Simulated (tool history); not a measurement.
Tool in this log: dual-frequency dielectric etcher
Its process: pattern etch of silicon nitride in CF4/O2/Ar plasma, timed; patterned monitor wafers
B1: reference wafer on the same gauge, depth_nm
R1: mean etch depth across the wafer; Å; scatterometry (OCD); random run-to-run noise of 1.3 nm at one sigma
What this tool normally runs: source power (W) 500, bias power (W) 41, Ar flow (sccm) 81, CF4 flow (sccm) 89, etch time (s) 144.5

{"run": 1, "day": 0.0, "source power (W)": 380, "bias power (W)": 41, "Ar flow (sccm)": 81, "CF4 flow (sccm)": 107, "etch time (s)": 144.5, "B1": 211.1, "R1": 1804}
{"run": 2, "day": 2.662, "source power (W)": 500, "bias power (W)": 41, "Ar flow (sccm)": 98, "CF4 flow (sccm)": 89, "etch time (s)": 144.5, "B1": 211.2, "R1": 2271}
{"run": 3, "day": 4.992, "source power (W)": 500, "bias power (W)": 41, "Ar flow (sccm)": 81, "CF4 flow (sccm)": 89, "etch time (s)": 125.5, "B1": 211.6, "R1": 2019}
{"day": 5.979, "done": "gauge calibrated"}
{"run": 4, "day": 7.133, "source power (W)": 500, "bias power (W)": 41, "Ar flow (sccm)": 81, "CF4 flow (sccm)": 89, "etch time (s)": 144.5, "B1": 210.5, "R1": 2325}
{"day": 8.238, "done": "CF4 flow controller replaced"}
{"run": 5, "day": 8.438, "source power (W)": 500, "bias power (W)": 36, "Ar flow (sccm)": 81, "CF4 flow (sccm)": 89, "etch time (s)": 144.5, "B1": 210.8, "R1": 2254}
{"day": 9.658, "done": "wet clean of the chamber"}
{"run": 6, "day": 10.646, "source power (W)": 420, "bias power (W)": 41, "Ar flow (sccm)": 81, "CF4 flow (sccm)": 89, "etch time (s)": 144.5, "B1": 210.4, "R1": 1968}
{"run": 7, "day": 11.979, "source power (W)": 500, "bias power (W)": 33, "Ar flow (sccm)": 74, "CF4 flow (sccm)": 89, "etch time (s)": 144.5, "B1": 211.0, "R1": 2262}
{"run": 8, "day": 13.488, "source power (W)": 500, "bias power (W)": 41, "Ar flow (sccm)": 81, "CF4 flow (sccm)": 89, "etch time (s)": 161.0, "B1": 211.1, "R1": 2618}
{"day": 15.771, "done": "upper electrode replaced"}
{"run": 9, "day": 15.792, "source power (W)": 500, "bias power (W)": 41, "Ar flow (sccm)": 81, "CF4 flow (sccm)": 89, "etch time (s)": 144.5, "B1": 210.4, "R1": 2338}
{"run": 10, "day": 17.421, "source power (W)": 550, "bias power (W)": 41, "Ar flow (sccm)": 99, "CF4 flow (sccm)": 99, "etch time (s)": 144.5, "B1": 211.1, "R1": 2546}
{"run": 11, "day": 19.858, "source power (W)": 550, "bias power (W)": 41, "Ar flow (sccm)": 81, "CF4 flow (sccm)": 89, "etch time (s)": 157.0, "B1": 210.6, "R1": 2777}
{"run": 12, "day": 21.471, "source power (W)": 500, "bias power (W)": 48, "Ar flow (sccm)": 73, "CF4 flow (sccm)": 111, "etch time (s)": 144.5, "B1": 210.8, "R1": 2494}
{"run": 13, "day": 24.25, "source power (W)": 500, "bias power (W)": 41, "Ar flow (sccm)": 94, "CF4 flow (sccm)": 82, "etch time (s)": 108.0, "B1": 211.1, "R1": 1680}
{"run": 14, "day": 25.933, "source power (W)": 500, "bias power (W)": 41, "Ar flow (sccm)": 81, "CF4 flow (sccm)": 89, "etch time (s)": 144.5, "B1": 211.0, "R1": 2310}
{"run": 15, "day": 28.512, "source power (W)": 500, "bias power (W)": 41, "Ar flow (sccm)": 87, "CF4 flow (sccm)": 89, "etch time (s)": 144.5, "B1": 210.8, "R1": 2262}
{"day": 29.921, "done": "wet clean of the chamber"}
{"run": 16, "day": 31.438, "source power (W)": 500, "bias power (W)": 41, "Ar flow (sccm)": 81, "CF4 flow (sccm)": 89, "etch time (s)": 144.5, "B1": 211.5, "R1": 2367}
{"run": 17, "day": 34.196, "source power (W)": 410, "bias power (W)": 46, "Ar flow (sccm)": 91, "CF4 flow (sccm)": 106, "etch time (s)": 144.5, "B1": 210.7, "R1": 1990}
{"run": 18, "day": 35.504, "source power (W)": 500, "bias power (W)": 41, "Ar flow (sccm)": 67, "CF4 flow (sccm)": 102, "etch time (s)": 115.5, "B1": 210.9, "R1": 1967}
{"run": 19, "day": 38.496, "source power (W)": 440, "bias power (W)": 37, "Ar flow (sccm)": 81, "CF4 flow (sccm)": 79, "etch time (s)": 107.0, "B1": 211.1, "R1": 1444}
{"run": 20, "day": 40.196, "source power (W)": 500, "bias power (W)": 41, "Ar flow (sccm)": 81, "CF4 flow (sccm)": 89, "etch time (s)": 144.5, "B1": 211.1, "R1": 2336}

Below are 5 alternative next runs, each starting from the tool's condition after run 20. Predict each:
{"run": "A", "day": 40.217, "source power (W)": 500, "bias power (W)": 41, "Ar flow (sccm)": 81, "CF4 flow (sccm)": 89, "etch time (s)": 144.5, "B1": "?", "R1": "?"}
{"run": "B", "day": 40.217, "source power (W)": 500, "bias power (W)": 41, "Ar flow (sccm)": 81, "CF4 flow (sccm)": 89, "etch time (s)": 165.0, "B1": "?", "R1": "?"}
{"run": "C", "day": 40.217, "source power (W)": 500, "bias power (W)": 41, "Ar flow (sccm)": 81, "CF4 flow (sccm)": 98, "etch time (s)": 144.5, "B1": "?", "R1": "?"}
{"run": "D", "day": 40.217, "source power (W)": 500, "bias power (W)": 51, "Ar flow (sccm)": 81, "CF4 flow (sccm)": 102, "etch time (s)": 163.5, "B1": "?", "R1": "?"}
{"run": "E", "day": 40.217, "source power (W)": 390, "bias power (W)": 41, "Ar flow (sccm)": 87, "CF4 flow (sccm)": 89, "etch time (s)": 144.5, "B1": "?", "R1": "?"}

run=A B1=211.8 R1=2338
run=B B1=211.8 R1=2670
run=C B1=211.8 R1=2370
run=D B1=211.8 R1=2844
run=E B1=211.8 R1=1794
With the hidden condition removed and each run's random variation left untouched, the same runs would have given:
run=A R1=2374
run=B R1=2711
run=C R1=2406
run=D R1=2888
run=E R1=1821
